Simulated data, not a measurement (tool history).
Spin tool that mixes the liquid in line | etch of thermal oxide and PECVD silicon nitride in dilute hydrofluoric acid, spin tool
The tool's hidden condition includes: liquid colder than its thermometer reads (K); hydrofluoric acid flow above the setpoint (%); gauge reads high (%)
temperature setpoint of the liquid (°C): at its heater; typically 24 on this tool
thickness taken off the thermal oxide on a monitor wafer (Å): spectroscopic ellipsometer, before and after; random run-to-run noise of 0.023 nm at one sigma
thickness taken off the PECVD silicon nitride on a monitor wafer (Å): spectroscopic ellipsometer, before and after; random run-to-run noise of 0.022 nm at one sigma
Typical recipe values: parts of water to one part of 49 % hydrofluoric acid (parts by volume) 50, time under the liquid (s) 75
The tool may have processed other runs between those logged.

run	hour	temperature setpoint of the liquid (°C)	parts of water to one part of 49 % hydrofluoric acid (parts by volume)	time under the liquid (s)	wafers since the last listed run	hours since the thermometer was replaced	hours since the hydrofluoric acid flow meter was replaced	hours since the gauge calibration	read-back film thickness of the thermal oxide reference wafer, read on the same gauge (nm)	read-back film thickness of the PECVD silicon nitride reference wafer, read on the same gauge (nm)	thickness taken off the thermal oxide on a monitor wafer (Å)	thickness taken off the PECVD silicon nitride on a monitor wafer (Å)
1	0	24	50	75	0	1759.9	822.3	1144.8	130.01	40.036	72.1	24.77
2	156.8	24	50	75	1780	1916.7	979.1	1301.6	130	39.996	72	24.83
3	249.4	24	50	75	1051	2009.3	1071.7	1394.2	129.99	39.97	72.4	24.73
# hour 286.1: thermometer replaced
4	288.6	24	50	75	433	2.5	1110.9	1433.4	130	40.004	72.3	24.94
5	387.9	24	50	75	1127	101.8	1210.2	1532.7	129.99	40.018	72.5	24.77
6	432.4	24	50	75	505	146.3	1254.7	1577.2	129.98	40.01	72.8	25.02
7	530.5	24	50	75	1114	244.4	1352.8	1675.3	130	40.022	72.7	24.89
8	625.9	21.5	50	75	1083	339.8	1448.2	1770.7	130	40.006	65.9	20.92
9	696.3	24	50	75	799	410.2	1518.6	1841.1	130.02	40.024	72.9	25.52
10	773.6	24	50	75	877	487.5	1595.9	1918.4	130.01	40.008	73.4	25.11
11	871.9	26	25	40	1116	585.8	1694.2	2016.7	130.02	40.014	87.3	30.02
12	952.6	21	25	90	916	666.5	1774.9	2097.4	130.01	40.004	159.7	48.18
# hour 1014.9: gauge calibrated
13	1034.9	22	35	60	934	748.8	1857.2	20	130.01	40.02	78.9	24.63
14	1124.1	29	50	55	1013	838	1946.4	109.2	130	39.987	66	26.02
# hour 1176.3: hydrofluoric acid flow meter replaced
15	1204.8	29	70	85	905	918.7	28.5	189.9	130.02	40.049	68.4	27.62
16	1281.1	19.5	50	115	866	995	104.8	266.2	130	39.978	90.7	27.76
17	1372.5	24	50	75	1038	1086.4	196.2	357.6	130.02	40.009	71.5	24.43
18	1443.6	22.5	50	90	807	1157.5	267.3	428.7	130	39.982	81.1	26.7
19	1494.4	24	50	75	576	1208.3	318.1	479.5	130	40.026	71.7	24.75
20	1570.1	24	50	75	859	1284	393.8	555.2	130.01	39.968	71.6	25.06
21	1663.1	24	50	75	1056	1377	486.8	648.2	130	39.981	71.2	24.82
22	1700.9	24	30	60	429	1414.8	524.6	686	130	40.024	98.6	32.7
23	1743.9	24	50	75	488	1457.8	567.6	729	129.99	39.974	72	24.59
24	1796.4	28	50	75	596	1510.3	620.1	781.5	130	40.024	84.9	31.65
25	1900.7	27	35	75	1184	1614.6	724.4	885.8	130	40.058	119.2	42.79
26	1944.2	24	50	75	494	1658.1	767.9	929.3	130	39.993	71.9	25.01

Predict each of these 4 candidate next runs independently; none follows another, all start after run 26:
A	1944.6	24	50	110	4	1658.5	768.3	929.7	?	?	?	?
B	1944.6	27.5	60	50	4	1658.5	768.3	929.7	?	?	?	?
C	1944.6	20	40	105	4	1658.5	768.3	929.7	?	?	?	?
D	1944.6	22.5	70	90	4	1658.5	768.3	929.7	?	?	?	?

run	read-back film thickness of the thermal oxide reference wafer, read on the same gauge (nm)	read-back film thickness of the PECVD silicon nitride reference wafer, read on the same gauge (nm)	thickness taken off the thermal oxide on a monitor wafer (Å)	thickness taken off the PECVD silicon nitride on a monitor wafer (Å)
A	130	39.994	105.4	36.57
B	130	39.994	45.4	17.53
C	130	39.994	107.7	32.96
D	130	39.994	56.5	19.44
Take away the tool's hidden state, keep each run's random variation, and the runs would have read:
run	thickness taken off the thermal oxide on a monitor wafer (Å)	thickness taken off the PECVD silicon nitride on a monitor wafer (Å)
A	103.7	36.02
B	44.6	17.27
C	106	32.47
D	55.6	19.15
